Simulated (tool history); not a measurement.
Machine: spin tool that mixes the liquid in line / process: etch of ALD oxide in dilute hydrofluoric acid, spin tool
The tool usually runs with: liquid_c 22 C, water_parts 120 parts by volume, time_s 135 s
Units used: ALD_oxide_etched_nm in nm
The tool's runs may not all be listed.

run   hour  liquid_c  water_parts  time_s  wafers since the last listed run  hours since the thermometer was replaced  hours since the hydrofluoric acid flow meter was replaced  hours since the gauge calibration  read-back film thickness of the ALD oxide reference wafer, read on the same gauge (nm)  ALD_oxide_etched_nm
  1      0        22          145     115                                 0                                     609.3                                                      952.5                              605.1                                                                                   30.04                26.52
  2   32.6        22          145     115                               238                                     641.9                                                      985.1                              637.7                                                                                      30                26.69
  3   61.8        22          120     135                               213                                     671.1                                                     1014.3                              666.9                                                                                   29.95                39.08
  4  154.8        22          120     135                               680                                     764.1                                                     1107.3                              759.9                                                                                      30                39.49
     162.2  -- hydrofluoric acid flow meter replaced
     162.7  -- thermometer replaced
  5  174.5        22          120     135                               133                                      11.8                                                       12.3                              779.6                                                                                   30.02                33.03
  6  191.1        22          120     135                               121                                      28.4                                                       28.9                              796.2                                                                                   29.97                33.01
  7  210.8        22          120     135                               144                                      48.1                                                       48.6                              815.9                                                                                   30.02                 33.1
  8  234.9        22          120     135                               176                                      72.2                                                       72.7                                840                                                                                   29.98                33.13
  9  264.5        19          120     135                               216                                     101.8                                                      102.3                              869.6                                                                                      30                29.24
 10  290.9        22          155     170                               193                                     128.2                                                      128.7                                896                                                                                   30.03                31.53
 11  310.7      20.5          170     205                               144                                       148                                                      148.5                              915.8                                                                                      30                   32
 12    325        22          120      75                               104                                     162.3                                                      162.8                              930.1                                                                                      30                18.58
 13  357.6        22          120     135                               238                                     194.9                                                      195.4                              962.7                                                                                   30.02                34.18
 14  391.8        22          120     135                               250                                     229.1                                                      229.6                              996.9                                                                                      30                34.49
 15  405.5      24.5          120     185                               100                                     242.8                                                      243.3                             1010.6                                                                                   30.03                51.69
     415.1  -- gauge calibrated
 16  417.8      24.5           60     180                                89                                     255.1                                                      255.6                                2.7                                                                                   29.95               110.14
 17  445.2      20.5          150     205                               200                                     282.5                                                        283                               30.1                                                                                   29.99                38.23
 18  479.3        22          120     135                               249                                     316.6                                                      317.1                               64.2                                                                                   29.94                34.93
 19  505.7        20          120     170                               193                                       343                                                      343.5                               90.6                                                                                   30.03                41.31
 20  526.7        20          120     195                               153                                       364                                                      364.5                              111.6                                                                                   30.04                 46.9
 21  552.7        19          155     175                               190                                       390                                                      390.5                              137.6                                                                                   29.93                30.17
 22  586.2      25.5          100     195                               245                                     423.5                                                        424                              171.1                                                                                      30                72.65
 23    620      25.5          120     135                               247                                     457.3                                                      457.8                              204.9                                                                                   29.98                40.44
 24  654.1        22          140     135                               249                                     491.4                                                      491.9                                239                                                                                   29.98                30.07
 25  682.1        22          145      85                               204                                     519.4                                                      519.9                                267                                                                                   29.98                18.55
 26  702.8        22          120     135                               151                                     540.1                                                      540.6                              287.7                                                                                   30.01                36.07
 27  738.2        22          120     195                               259                                     575.5                                                        576                              323.1                                                                                   29.96                53.22
 28  750.9        22          120     135                                92                                     588.2                                                      588.7                              335.8                                                                                   29.95                 36.9
 29  763.4        22          120     135                                91                                     600.7                                                      601.2                              348.3                                                                                      30                37.54
 30  794.1        22          120     135                               224                                     631.4                                                      631.9                                379                                                                                   29.99                37.28
 31  812.2      25.5          155     100                               132                                     649.5                                                        650                              397.1                                                                                   30.02                23.38
 32  832.6        22          120     135                               149                                     669.9                                                      670.4                              417.5                                                                                   30.02                37.54
 33  867.2        22          120     135                               253                                     704.5                                                        705                              452.1                                                                                   29.98                 38.2

Forecast each of these 5 alternatives for the next run:
  A  867.7        25          120     135                                 3                                       705                                                      705.5                              452.6                                                                                       ?                    ?
  B  867.7        22           80     160                                 3                                       705                                                      705.5                              452.6                                                                                       ?                    ?
  C  867.7        22          120      65                                 3                                       705                                                      705.5                              452.6                                                                                       ?                    ?
  D  867.7      20.5           95     135                                 3                                       705                                                      705.5                              452.6                                                                                       ?                    ?
  E  867.7      19.5          150     215                                 3                                       705                                                      705.5                              452.6                                                                                       ?                    ?

run  read-back film thickness of the ALD oxide reference wafer, read on the same gauge (nm)  ALD_oxide_etched_nm
  A                                                                                   29.99                42.73
  B                                                                                   29.99                70.84
  C                                                                                   29.99                18.32
  D                                                                                   29.99                46.56
  E                                                                                   29.99                42.54
Take away the tool's hidden state, keep each run's random variation, and the runs would have read:
run  ALD_oxide_etched_nm
  A                 36.6
  B                60.62
  C                15.67
  D                 39.8
  E                36.32
